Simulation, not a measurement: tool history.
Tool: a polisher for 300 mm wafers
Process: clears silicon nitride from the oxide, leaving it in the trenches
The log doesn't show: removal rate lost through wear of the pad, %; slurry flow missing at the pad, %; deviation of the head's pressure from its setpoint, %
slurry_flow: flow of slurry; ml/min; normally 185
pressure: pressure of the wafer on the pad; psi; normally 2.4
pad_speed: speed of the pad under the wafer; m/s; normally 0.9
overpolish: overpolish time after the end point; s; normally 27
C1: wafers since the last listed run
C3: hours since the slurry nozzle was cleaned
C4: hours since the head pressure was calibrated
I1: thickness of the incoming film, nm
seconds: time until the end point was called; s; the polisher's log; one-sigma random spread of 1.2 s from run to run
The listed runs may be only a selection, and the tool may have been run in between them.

{"run": 1, "hour": 0.0, "slurry_flow": 145, "pressure": 2.4, "pad_speed": 0.9, "overpolish": 27, "C1": 0, "wafers polished on this pad": 3005, "C3": 33.6, "C4": 503.3, "I1": 59.4, "seconds": 89.4}
{"run": 2, "hour": 49.9, "slurry_flow": 185, "pressure": 2.4, "pad_speed": 1.06, "overpolish": 27, "C1": 302, "wafers polished on this pad": 3308, "C3": 83.5, "C4": 553.2, "I1": 60.4, "seconds": 76.2}
{"run": 3, "hour": 149.8, "slurry_flow": 185, "pressure": 2.4, "pad_speed": 1.06, "overpolish": 27, "C1": 604, "wafers polished on this pad": 3913, "C3": 183.4, "C4": 653.1, "I1": 59.6, "seconds": 76.9}
{"run": 4, "hour": 198.6, "slurry_flow": 185, "pressure": 2.4, "pad_speed": 1.06, "overpolish": 27, "C1": 295, "wafers polished on this pad": 4208, "C3": 232.2, "C4": 701.9, "I1": 59, "seconds": 77.2}
{"run": 5, "hour": 302.9, "slurry_flow": 185, "pressure": 2.4, "pad_speed": 0.9, "overpolish": 35, "C1": 631, "wafers polished on this pad": 4840, "C3": 336.5, "C4": 806.2, "I1": 60.8, "seconds": 95.6}
{"run": 6, "hour": 369.2, "slurry_flow": 185, "pressure": 2.4, "pad_speed": 0.9, "overpolish": 14, "C1": 401, "wafers polished on this pad": 5241, "C3": 402.8, "C4": 872.5, "I1": 59.9, "seconds": 97.9}
{"hour": 395.8, "done": "head pressure recalibrated"}
{"hour": 418.9, "done": "worn pad replaced by a new one"}
{"run": 7, "hour": 458.4, "slurry_flow": 185, "pressure": 2.4, "pad_speed": 0.9, "overpolish": 14, "C1": 503, "wafers polished on this pad": 239, "C3": 492, "C4": 62.6, "I1": 61.2, "seconds": 80.4}
{"run": 8, "hour": 548.8, "slurry_flow": 185, "pressure": 2.4, "pad_speed": 0.9, "overpolish": 14, "C1": 547, "wafers polished on this pad": 786, "C3": 582.4, "C4": 153, "I1": 59.4, "seconds": 81.4}
{"run": 9, "hour": 587.8, "slurry_flow": 185, "pressure": 2.4, "pad_speed": 0.9, "overpolish": 27, "C1": 236, "wafers polished on this pad": 1023, "C3": 621.4, "C4": 192, "I1": 60.5, "seconds": 86.4}
{"run": 10, "hour": 676.2, "slurry_flow": 185, "pressure": 2.4, "pad_speed": 0.9, "overpolish": 27, "C1": 535, "wafers polished on this pad": 1558, "C3": 709.8, "C4": 280.4, "I1": 60.4, "seconds": 85.4}
{"run": 11, "hour": 725.2, "slurry_flow": 185, "pressure": 2.4, "pad_speed": 0.9, "overpolish": 27, "C1": 296, "wafers polished on this pad": 1855, "C3": 758.8, "C4": 329.4, "I1": 59.5, "seconds": 87.5}
{"hour": 783.6, "done": "slurry nozzle cleaned"}
{"run": 12, "hour": 814.2, "slurry_flow": 185, "pressure": 2.4, "pad_speed": 0.9, "overpolish": 18, "C1": 532, "wafers polished on this pad": 2387, "C3": 30.6, "C4": 418.4, "I1": 61.1, "seconds": 89.9}
{"run": 13, "hour": 882.6, "slurry_flow": 185, "pressure": 2.4, "pad_speed": 0.9, "overpolish": 18, "C1": 414, "wafers polished on this pad": 2802, "C3": 99, "C4": 486.8, "I1": 60.1, "seconds": 88}
{"run": 14, "hour": 981.6, "slurry_flow": 150, "pressure": 2.6, "pad_speed": 0.62, "overpolish": 14, "C1": 599, "wafers polished on this pad": 3401, "C3": 198, "C4": 585.8, "I1": 59.2, "seconds": 126.8}
{"run": 15, "hour": 1061.4, "slurry_flow": 135, "pressure": 2.4, "pad_speed": 0.9, "overpolish": 27, "C1": 483, "wafers polished on this pad": 3884, "C3": 277.8, "C4": 665.6, "I1": 59.9, "seconds": 96.1}
{"run": 16, "hour": 1144.8, "slurry_flow": 240, "pressure": 2.1, "pad_speed": 0.8, "overpolish": 35, "C1": 505, "wafers polished on this pad": 4389, "C3": 361.2, "C4": 749, "I1": 59.8, "seconds": 117.3}
{"hour": 1150.7, "done": "head pressure recalibrated"}
{"hour": 1193.2, "done": "worn pad replaced by a new one"}
{"run": 17, "hour": 1224.0, "slurry_flow": 145, "pressure": 2.1, "pad_speed": 0.78, "overpolish": 32, "C1": 443, "wafers polished on this pad": 186, "C3": 440.4, "C4": 73.3, "I1": 59.5, "seconds": 113.1}
{"run": 18, "hour": 1260.6, "slurry_flow": 185, "pressure": 3.1, "pad_speed": 0.9, "overpolish": 27, "C1": 221, "wafers polished on this pad": 408, "C3": 477, "C4": 109.9, "I1": 59.6, "seconds": 62.3}
{"run": 19, "hour": 1392.6, "slurry_flow": 155, "pressure": 2.4, "pad_speed": 0.9, "overpolish": 40, "C1": 799, "wafers polished on this pad": 1207, "C3": 609, "C4": 241.9, "I1": 61, "seconds": 87.5}
{"run": 20, "hour": 1495.6, "slurry_flow": 185, "pressure": 2.4, "pad_speed": 1.12, "overpolish": 27, "C1": 623, "wafers polished on this pad": 1831, "C3": 712, "C4": 344.9, "I1": 59.3, "seconds": 69.2}
{"run": 21, "hour": 1563.8, "slurry_flow": 215, "pressure": 2.2, "pad_speed": 0.62, "overpolish": 12, "C1": 412, "wafers polished on this pad": 2244, "C3": 780.2, "C4": 413.1, "I1": 61.1, "seconds": 138.9}
{"hour": 1648.7, "done": "slurry nozzle cleaned"}
{"run": 22, "hour": 1661.9, "slurry_flow": 185, "pressure": 3.1, "pad_speed": 0.9, "overpolish": 27, "C1": 587, "wafers polished on this pad": 2832, "C3": 13.2, "C4": 511.2, "I1": 60.8, "seconds": 68.6}
{"run": 23, "hour": 1725.6, "slurry_flow": 185, "pressure": 2.4, "pad_speed": 0.9, "overpolish": 27, "C1": 385, "wafers polished on this pad": 3217, "C3": 76.9, "C4": 574.9, "I1": 60.6, "seconds": 88.7}
{"run": 24, "hour": 1772.7, "slurry_flow": 185, "pressure": 2.4, "pad_speed": 0.9, "overpolish": 27, "C1": 285, "wafers polished on this pad": 3503, "C3": 124, "C4": 622, "I1": 60, "seconds": 91}
{"run": 25, "hour": 1869.6, "slurry_flow": 185, "pressure": 2.4, "pad_speed": 0.78, "overpolish": 42, "C1": 586, "wafers polished on this pad": 4089, "C3": 220.9, "C4": 718.9, "I1": 60.3, "seconds": 109.8}
{"hour": 1940.2, "done": "worn pad replaced by a new one"}
{"run": 26, "hour": 1953.2, "slurry_flow": 235, "pressure": 2, "pad_speed": 0.9, "overpolish": 22, "C1": 481, "wafers polished on this pad": 78, "C3": 304.5, "C4": 802.5, "I1": 60.4, "seconds": 101.8}
{"run": 27, "hour": 2018.5, "slurry_flow": 155, "pressure": 1.6, "pad_speed": 0.9, "overpolish": 33, "C1": 395, "wafers polished on this pad": 474, "C3": 369.8, "C4": 867.8, "I1": 59.8, "seconds": 131.5}
{"run": 28, "hour": 2089.1, "slurry_flow": 235, "pressure": 2.7, "pad_speed": 0.74, "overpolish": 19, "C1": 427, "wafers polished on this pad": 901, "C3": 440.4, "C4": 938.4, "I1": 59.7, "seconds": 93.2}
{"hour": 2102.9, "done": "head pressure recalibrated"}
{"run": 29, "hour": 2175.3, "slurry_flow": 230, "pressure": 2.4, "pad_speed": 1.12, "overpolish": 27, "C1": 509, "wafers polished on this pad": 1411, "C3": 526.6, "C4": 72.4, "I1": 60.1, "seconds": 66.6}
{"run": 30, "hour": 2273.6, "slurry_flow": 185, "pressure": 2.4, "pad_speed": 0.9, "overpolish": 27, "C1": 595, "wafers polished on this pad": 2006, "C3": 624.9, "C4": 170.7, "I1": 59.9, "seconds": 89.3}
{"run": 31, "hour": 2357.9, "slurry_flow": 185, "pressure": 2.4, "pad_speed": 0.9, "overpolish": 27, "C1": 510, "wafers polished on this pad": 2517, "C3": 709.2, "C4": 255, "I1": 59.9, "seconds": 88.9}
{"run": 32, "hour": 2453.1, "slurry_flow": 160, "pressure": 1.7, "pad_speed": 0.68, "overpolish": 27, "C1": 576, "wafers polished on this pad": 3093, "C3": 804.4, "C4": 350.2, "I1": 60.4, "seconds": 175.2}
{"run": 33, "hour": 2524.4, "slurry_flow": 170, "pressure": 1.6, "pad_speed": 1.14, "overpolish": 21, "C1": 431, "wafers polished on this pad": 3525, "C3": 875.7, "C4": 421.5, "I1": 60.6, "seconds": 111.5}
{"hour": 2597.2, "done": "slurry nozzle cleaned"}
{"run": 34, "hour": 2601.9, "slurry_flow": 185, "pressure": 2.4, "pad_speed": 0.9, "overpolish": 27, "C1": 463, "wafers polished on this pad": 3988, "C3": 4.7, "C4": 499, "I1": 58.9, "seconds": 89.8}
{"run": 35, "hour": 2680.3, "slurry_flow": 185, "pressure": 2.4, "pad_speed": 0.9, "overpolish": 27, "C1": 474, "wafers polished on this pad": 4463, "C3": 83.1, "C4": 577.4, "I1": 59.2, "seconds": 96.2}
{"hour": 2718.3, "done": "worn pad replaced by a new one"}
{"hour": 2842.5, "done": "head pressure recalibrated"}
{"run": 36, "hour": 2922.3, "slurry_flow": 240, "pressure": 2.4, "pad_speed": 0.9, "overpolish": 37, "C1": 1429, "wafers polished on this pad": 1223, "C3": 325.1, "C4": 79.8, "I1": 59.5, "seconds": 79.5}
{"run": 37, "hour": 3006.4, "slurry_flow": 140, "pressure": 2.4, "pad_speed": 0.9, "overpolish": 27, "C1": 509, "wafers polished on this pad": 1732, "C3": 409.2, "C4": 163.9, "I1": 60.7, "seconds": 87.3}

Had the tool no unlogged condition, and each run kept its random variation, what would the results have been?
run=1 seconds=80.8
run=2 seconds=68.1
run=3 seconds=67
run=4 seconds=66.4
run=5 seconds=79.6
run=6 seconds=79.8
run=7 seconds=78.5
run=8 seconds=78
run=9 seconds=82.2
run=10 seconds=79.9
run=11 seconds=81.1
run=12 seconds=82
run=13 seconds=79.1
run=14 seconds=111.5
run=15 seconds=82.8
run=16 seconds=98.9
run=17 seconds=110.4
run=18 seconds=60.4
run=19 seconds=82.8
run=20 seconds=64.3
run=21 seconds=127.3
run=22 seconds=61.7
run=23 seconds=78.6
run=24 seconds=79.8
run=25 seconds=93.9
run=26 seconds=93.5
run=27 seconds=120.6
run=28 seconds=85.2
run=29 seconds=62.8
run=30 seconds=82
run=31 seconds=79.9
run=32 seconds=153.7
run=33 seconds=95.9
run=34 seconds=75.6
run=35 seconds=79
run=36 seconds=76.8
run=37 seconds=82.6
